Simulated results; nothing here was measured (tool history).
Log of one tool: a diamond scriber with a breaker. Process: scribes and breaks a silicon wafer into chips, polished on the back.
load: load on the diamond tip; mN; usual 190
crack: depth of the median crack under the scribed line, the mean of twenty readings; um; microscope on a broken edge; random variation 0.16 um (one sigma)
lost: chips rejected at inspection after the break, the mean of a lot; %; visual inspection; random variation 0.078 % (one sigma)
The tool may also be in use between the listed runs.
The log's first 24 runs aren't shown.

| run | day | load | incoming depth of the damage left on the back of the incoming wafer, um | crack | lost |
|---|---|---|---|---|---|
| 25 | 26.233 | 160 | 0.03 | 11.35 | 11.59 |
| 26 | 27.504 | 209 | 0.01 | 15.15 | 1.63 |
| 27 | 28.5 | 241 | 0.05 | 16.59 | 5.56 |
| 28 | 29.425 | 190 | 0.03 | 13.27 | 2.58 |
| 29 | 30.746 | 244 | 0.01 | 16.81 | 5.56 |
| 30 | 31.983 | 212 | 0.02 | 14.63 | 1.43 |
| 31 | 32.812 | 190 | 0.03 | 13.1 | 2.83 |
| 32 | 33.442 | 229 | 0.02 | 15.68 | 2.83 |
| 33 | 34.512 | 220 | 0.02 | 14.98 | 1.71 |

Run 34 comes next. What will it give?
|  | 35.371 | load on the tip recalibrated |
| 34 | 35.792 | 190 | 0.04 | ? | ? |

Run 34 gave crack 12.93 um, lost 3.84 %.
Without the tool's hidden state the same run would have given crack 14.33 um, lost 1.61 %.

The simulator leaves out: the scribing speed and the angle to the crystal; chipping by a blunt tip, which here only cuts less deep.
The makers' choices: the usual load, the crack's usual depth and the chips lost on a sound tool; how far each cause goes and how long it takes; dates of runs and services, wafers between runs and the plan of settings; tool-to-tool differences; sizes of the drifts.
